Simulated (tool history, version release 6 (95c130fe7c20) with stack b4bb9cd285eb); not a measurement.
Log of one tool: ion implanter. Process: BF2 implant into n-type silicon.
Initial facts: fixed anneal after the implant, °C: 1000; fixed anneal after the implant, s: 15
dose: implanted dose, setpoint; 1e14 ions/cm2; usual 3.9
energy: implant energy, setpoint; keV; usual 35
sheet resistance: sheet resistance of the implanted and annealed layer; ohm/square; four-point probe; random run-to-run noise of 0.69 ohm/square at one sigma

run     day  dose  energy  wafers since the last listed run  hours since the last dose calibration  hours since the extraction supply was calibrated  hours since the gauge calibration  read-back reference wafer on the same gauge, sheet resistance  sheet resistance
  1       0   3.9    41.5                                 0                                 1121.9                                            3694.1                                449                                                         279.94            305.84
  2   1.108  3.59      35                               349                                 1148.5                                            3720.7                              475.6                                                         279.98            333.76
  3   2.104  3.59      35                               313                                 1172.4                                            3744.6                              499.5                                                         280.05            333.35
      2.246  -- gauge calibrated
  4   3.529  3.59      35                               449                                 1206.6                                            3778.8                               30.8                                                         280.06            334.04
  5   6.238   3.9      35                               853                                 1271.6                                            3843.8                               95.8                                                         279.93            310.79
  6   6.892   3.9      35                               206                                 1287.3                                            3859.5                              111.5                                                         280.05            311.52
  7   7.983  3.48      35                               344                                 1313.5                                            3885.7                              137.7                                                         279.96            344.11
  8   9.004  3.48      35                               321                                   1338                                            3910.2                              162.2                                                         280.09             345.4
  9  10.504  3.48      35                               472                                   1374                                            3946.2                              198.2                                                         280.03            347.67
 10  11.762   3.9      26                               396                                 1404.2                                            3976.4                              228.4                                                         280.06             322.6
 11  12.342   3.9      26                               182                                 1418.1                                            3990.3                              242.3                                                         279.98             323.8
 12  13.433  3.54      35                               344                                 1444.3                                            4016.5                              268.5                                                         280.04            342.84
     14.642  -- Faraday cup replaced and dose calibrated
 13  14.662   3.9      35                               282                                    0.5                                              4046                                298                                                         279.96            302.08
 14  15.417   3.9      35                               237                                   18.6                                            4064.1                              316.1                                                         280.18            302.61
 15  15.946  3.37      44                               166                                   31.3                                            4076.8                              328.8                                                         280.04            337.08
 16  16.992  5.06    41.5                               329                                   56.4                                            4101.9                              353.9                                                         280.06            237.66
 17  17.792   3.9      35                               252                                   75.6                                            4121.1                              373.1                                                         280.08            302.64
 18  18.579   3.9      23                               248                                   94.5                                              4140                                392                                                         280.13            318.35
 19  19.988  2.76    45.5                               444                                  128.3                                            4173.8                              425.8                                                         279.95            399.08
 20   21.45   4.4      28                               461                                  163.4                                            4208.9                              460.9                                                            280            280.84
     22.204  -- extraction supply calibrated
 21  22.225  4.34      47                               139                                    182                                               0.5                              479.5                                                         279.97            267.05
 22  23.221  4.34    23.5                               313                                  205.9                                              24.4                              503.4                                                         280.02            292.05
 23  23.958  3.22      28                               232                                  223.6                                              42.1                              521.1                                                         280.02            365.03
 24  24.621   3.9      35                               208                                  239.5                                                58                                537                                                         280.08             303.5
 25  26.029  5.02      40                               444                                  273.3                                              91.8                              570.8                                                         279.91            239.72
     26.421  -- gauge calibrated
 26  27.054   3.9      35                               323                                  297.9                                             116.4                               15.2                                                            280            303.26
 27  28.208   3.9      35                               363                                  325.6                                             144.1                               42.9                                                         280.07            302.99
 28  29.283   3.9      27                               338                                  351.4                                             169.9                               68.7                                                         280.13            311.91
 29  30.717   4.9    46.5                               451                                  385.8                                             204.3                              103.1                                                         280.04            242.19
 30  32.175  3.27      41                               459                                  420.8                                             239.3                              138.1                                                         280.04            351.08
 31  32.829  3.55      43                               206                                  436.5                                               255                              153.8                                                         279.97            324.06
 32  33.708  4.62      45                               277                                  457.6                                             276.1                              174.9                                                         280.09            254.99
 33  34.454  3.55      35                               235                                  475.5                                               294                              192.8                                                         280.01            328.38
 34  34.967   3.9      35                               161                                  487.8                                             306.3                              205.1                                                         279.93            304.08
 35  35.679   4.2      41                               224                                  504.9                                             323.4                              222.2                                                         280.04            279.43
 36  36.871  3.17      47                               375                                  533.5                                               352                              250.8                                                            280            355.85

5 ways to go on from here, each from the tool as it stands after run 36. What would each give?
  A  36.888   3.9      29                                 5                                  533.9                                             352.4                              251.2                                                              ?                 ?
  B  36.888   3.9    23.5                                 5                                  533.9                                             352.4                              251.2                                                              ?                 ?
  C  36.888  4.77      39                                 5                                  533.9                                             352.4                              251.2                                                              ?                 ?
  D  36.888  3.38      35                                 5                                  533.9                                             352.4                              251.2                                                              ?                 ?
  E  36.888   3.9      28                                 5                                  533.9                                             352.4                              251.2                                                              ?                 ?

run  read-back reference wafer on the same gauge, sheet resistance  sheet resistance
  A                                                         280.04            310.58
  B                                                         280.04            319.04
  C                                                         280.04            252.42
  D                                                         280.04            345.32
  E                                                         280.04            311.86
Without the tool's hidden state the same runs would have given:
run  sheet resistance
  A            309.71
  B            318.21
  C            251.69
  D             344.3
  E            310.99
